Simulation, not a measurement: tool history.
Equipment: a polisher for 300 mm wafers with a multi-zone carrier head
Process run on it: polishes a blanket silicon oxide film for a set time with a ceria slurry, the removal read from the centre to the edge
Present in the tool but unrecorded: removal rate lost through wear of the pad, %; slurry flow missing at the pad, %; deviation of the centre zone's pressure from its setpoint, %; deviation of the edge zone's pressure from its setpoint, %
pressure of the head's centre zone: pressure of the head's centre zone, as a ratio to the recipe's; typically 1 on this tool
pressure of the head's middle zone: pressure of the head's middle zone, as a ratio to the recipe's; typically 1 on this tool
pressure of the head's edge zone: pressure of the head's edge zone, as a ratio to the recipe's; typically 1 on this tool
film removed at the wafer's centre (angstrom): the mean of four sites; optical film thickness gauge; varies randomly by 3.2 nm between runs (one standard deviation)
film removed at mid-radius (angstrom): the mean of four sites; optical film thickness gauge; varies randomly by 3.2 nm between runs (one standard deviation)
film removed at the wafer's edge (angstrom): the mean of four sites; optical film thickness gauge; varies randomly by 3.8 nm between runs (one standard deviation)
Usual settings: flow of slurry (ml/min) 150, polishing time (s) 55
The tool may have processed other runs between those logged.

run,hour,flow of slurry (ml/min),pressure of the head's centre zone,pressure of the head's middle zone,pressure of the head's edge zone,polishing time (s),wafers since the last listed run,wafers polished on this pad,hours since the slurry nozzle was cleaned,hours since the centre zone pressure was calibrated,hours since the edge zone pressure was calibrated,hours since the carrier head's membrane was replaced,"incoming thickness of the incoming film, nm",film removed at the wafer's centre (angstrom),film removed at mid-radius (angstrom),film removed at the wafer's edge (angstrom)
1,0,150,1,1,1,55,0,417,61.7,14.6,403.9,369.8,1264.7,2235,2286,2321
2,102.6,150,1,1,1,55,567,985,164.3,117.2,506.5,472.4,1247.8,2212,2281,2224
3,180.6,150,1.04,1,1,55,431,1416,242.3,195.2,584.5,550.4,1283.5,2262,2299,2238
# hour 278.7: worn pad replaced by a new one, repeated, since the last time left the tool worse
4,339.8,150,1.04,1,1,55,857,337,401.5,354.4,743.7,709.6,1272.8,2624,2577,2556
# hour 381.1: slurry nozzle cleaned
5,381.9,150,1.04,1,1,55,227,564,0.8,396.5,785.8,751.7,1250.8,2609,2591,2664
6,433.9,150,1,1,1.04,61,287,852,52.8,448.5,837.8,803.7,1271.9,2679,2894,2828
# hour 474.1: centre zone pressure recalibrated
7,523.1,150,1,1,1,55,481,1334,142,49,927,892.9,1273.6,2501,2528,2489
8,604.8,150,1,1.09,1,55,451,1785,223.7,130.7,1008.7,974.6,1265.7,2460,2700,2475
9,657.4,150,1,1,1,55,290,2076,276.3,183.3,1061.3,1027.2,1269.2,2421,2549,2521
10,751.9,130,1,1,1,55,522,2598,370.8,277.8,1155.8,1121.7,1249.6,2344,2354,2404
11,808.9,150,1.1,1,1,55,315,2913,427.8,334.8,1212.8,1178.7,1284.6,2689,2429,2451
# hour 815.2: worn pad replaced by a new one
# hour 874.1: slurry nozzle cleaned
12,874.6,200,0.89,1,1.09,37,335,322,0.5,400.5,1278.5,1244.4,1250,1579,1824,1878

What does the tool deliver on the next run?
# hour 906.2: carrier head's membrane replaced by a new one
13,928.6,185,1,0.95,1.05,55,270,593,54.5,454.5,1332.5,22.4,1258.2,?,?,?

{"run 13": {"film removed at the wafer's centre (angstrom)": 2653, "film removed at mid-radius (angstrom)": 2606, "film removed at the wafer's edge (angstrom)": 2729}}
If the tool had no hidden condition, the same run with the same run-to-run variation would have returned film removed at the wafer's centre (angstrom) 2693, film removed at mid-radius (angstrom) 2646, film removed at the wafer's edge (angstrom) 2771.
